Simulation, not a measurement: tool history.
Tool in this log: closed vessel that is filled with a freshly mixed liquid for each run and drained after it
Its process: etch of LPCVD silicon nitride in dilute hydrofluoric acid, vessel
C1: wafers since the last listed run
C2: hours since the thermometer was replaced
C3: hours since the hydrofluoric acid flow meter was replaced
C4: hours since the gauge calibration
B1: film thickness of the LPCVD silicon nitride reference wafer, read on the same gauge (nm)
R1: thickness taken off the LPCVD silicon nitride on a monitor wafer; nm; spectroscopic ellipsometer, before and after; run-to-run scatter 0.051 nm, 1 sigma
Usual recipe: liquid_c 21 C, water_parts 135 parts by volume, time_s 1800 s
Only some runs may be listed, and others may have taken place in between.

run 1 hour=0 | liquid_c=21 water_parts=135 time_s=1800 | C1=0 C2=1639 C3=479.9 C4=192.7 | B1=130.02 | R1=6.79
run 2 hour=7.8 | liquid_c=21 water_parts=135 time_s=1800 | C1=397 C2=1646.8 C3=487.7 C4=200.5 | B1=130 | R1=6.63
run 3 hour=14.6 | liquid_c=21 water_parts=135 time_s=1800 | C1=346 C2=1653.6 C3=494.5 C4=207.3 | B1=130.03 | R1=6.65
run 4 hour=21.6 | liquid_c=21 water_parts=135 time_s=1800 | C1=356 C2=1660.6 C3=501.5 C4=214.3 | B1=129.98 | R1=6.77
run 5 hour=39.1 | liquid_c=21 water_parts=135 time_s=1800 | C1=892 C2=1678.1 C3=519 C4=231.8 | B1=129.98 | R1=6.75
run 6 hour=54 | liquid_c=21 water_parts=135 time_s=1800 | C1=759 C2=1693 C3=533.9 C4=246.7 | B1=130.02 | R1=6.79
run 7 hour=65.5 | liquid_c=21 water_parts=135 time_s=1800 | C1=586 C2=1704.5 C3=545.4 C4=258.2 | B1=129.98 | R1=6.82
run 8 hour=82.6 | liquid_c=21 water_parts=135 time_s=2080 | C1=871 C2=1721.6 C3=562.5 C4=275.3 | B1=129.95 | R1=7.78
run 9 hour=92.8 | liquid_c=21 water_parts=135 time_s=1800 | C1=520 C2=1731.8 C3=572.7 C4=285.5 | B1=129.95 | R1=6.63
run 10 hour=103.6 | liquid_c=21 water_parts=135 time_s=1800 | C1=550 C2=1742.6 C3=583.5 C4=296.3 | B1=129.97 | R1=6.84
run 11 hour=116.2 | liquid_c=21 water_parts=135 time_s=1580 | C1=642 C2=1755.2 C3=596.1 C4=308.9 | B1=129.97 | R1=5.86
run 12 hour=127.9 | liquid_c=21 water_parts=135 time_s=1580 | C1=596 C2=1766.9 C3=607.8 C4=320.6 | B1=130.02 | R1=5.96
run 13 hour=141.4 | liquid_c=21 water_parts=135 time_s=2465 | C1=688 C2=1780.4 C3=621.3 C4=334.1 | B1=130.03 | R1=9.34
run 14 hour=157 | liquid_c=18 water_parts=160 time_s=2310 | C1=795 C2=1796 C3=636.9 C4=349.7 | B1=130 | R1=6.07
run 15 hour=167.4 | liquid_c=21 water_parts=135 time_s=1800 | C1=530 C2=1806.4 C3=647.3 C4=360.1 | B1=130.03 | R1=6.82
run 16 hour=183.9 | liquid_c=21 water_parts=100 time_s=1800 | C1=841 C2=1822.9 C3=663.8 C4=376.6 | B1=130 | R1=9.07
-- hour=191.1 gauge calibrated
run 17 hour=192.4 | liquid_c=17.5 water_parts=170 time_s=1320 | C1=433 C2=1831.4 C3=672.3 C4=1.3 | B1=130.01 | R1=3.17
-- hour=197.3 hydrofluoric acid flow meter replaced
run 18 hour=199.9 | liquid_c=17 water_parts=115 time_s=2180 | C1=331 C2=1838.9 C3=2.6 C4=8.8 | B1=129.97 | R1=7.53
run 19 hour=206.5 | liquid_c=21 water_parts=135 time_s=1800 | C1=336 C2=1845.5 C3=9.2 C4=15.4 | B1=130.04 | R1=6.94
run 20 hour=213.3 | liquid_c=21 water_parts=135 time_s=2430 | C1=346 C2=1852.3 C3=16 C4=22.2 | B1=130.01 | R1=9.21
run 21 hour=222.9 | liquid_c=17 water_parts=85 time_s=1420 | C1=489 C2=1861.9 C3=25.6 C4=31.8 | B1=129.96 | R1=6.53
run 22 hour=232 | liquid_c=21 water_parts=135 time_s=1800 | C1=464 C2=1871 C3=34.7 C4=40.9 | B1=130 | R1=6.84
run 23 hour=240.5 | liquid_c=17 water_parts=175 time_s=1200 | C1=433 C2=1879.5 C3=43.2 C4=49.4 | B1=130.02 | R1=2.76
run 24 hour=258.4 | liquid_c=21 water_parts=70 time_s=2820 | C1=912 C2=1897.4 C3=61.1 C4=67.3 | B1=129.95 | R1=20.43
run 25 hour=265 | liquid_c=19.5 water_parts=115 time_s=1800 | C1=336 C2=1904 C3=67.7 C4=73.9 | B1=129.98 | R1=7.18
-- hour=267.2 thermometer replaced
run 26 hour=279 | liquid_c=21 water_parts=135 time_s=2790 | C1=662 C2=11.8 C3=81.7 C4=87.9 | B1=130 | R1=9.09
run 27 hour=292.7 | liquid_c=24 water_parts=85 time_s=1040 | C1=698 C2=25.5 C3=95.4 C4=101.6 | B1=129.97 | R1=6.49
run 28 hour=307.2 | liquid_c=18.5 water_parts=135 time_s=1800 | C1=739 C2=40 C3=109.9 C4=116.1 | B1=129.98 | R1=4.92
run 29 hour=314.1 | liquid_c=21 water_parts=135 time_s=2790 | C1=351 C2=46.9 C3=116.8 C4=123 | B1=130.01 | R1=9.09
run 30 hour=325.5 | liquid_c=21 water_parts=95 time_s=1275 | C1=581 C2=58.3 C3=128.2 C4=134.4 | B1=130 | R1=5.86
run 31 hour=337.4 | liquid_c=25.5 water_parts=155 time_s=1210 | C1=606 C2=70.2 C3=140.1 C4=146.3 | B1=130.02 | R1=4.54
run 32 hour=350.9 | liquid_c=21 water_parts=105 time_s=1800 | C1=688 C2=83.7 C3=153.6 C4=159.8 | B1=130.04 | R1=7.48
run 33 hour=368.8 | liquid_c=17 water_parts=135 time_s=1210 | C1=912 C2=101.6 C3=171.5 C4=177.7 | B1=130.02 | R1=3.06

For each entry between runs, how does the tool's hidden state at the last listed run before it compare with that at the first listed run after it?
Logged between run 16 and run 17: gauge calibrated (hour 191.1)
  liquid hotter than its thermometer reads (K): 2.55 -> 2.56
  measured value less the no-hidden-state value, R1: +1.42 -> +0.5 nm
Logged between run 17 and run 18: hydrofluoric acid flow meter replaced (hour 197.3)
  liquid hotter than its thermometer reads (K): 2.56 -> 2.57
  measured value less the no-hidden-state value, R1: +0.5 -> +1.22 nm
Logged between run 25 and run 26: thermometer replaced (hour 267.2)
  liquid hotter than its thermometer reads (K): 2.66 -> 0.218
  measured value less the no-hidden-state value, R1: +1.17 -> +0.13 nm
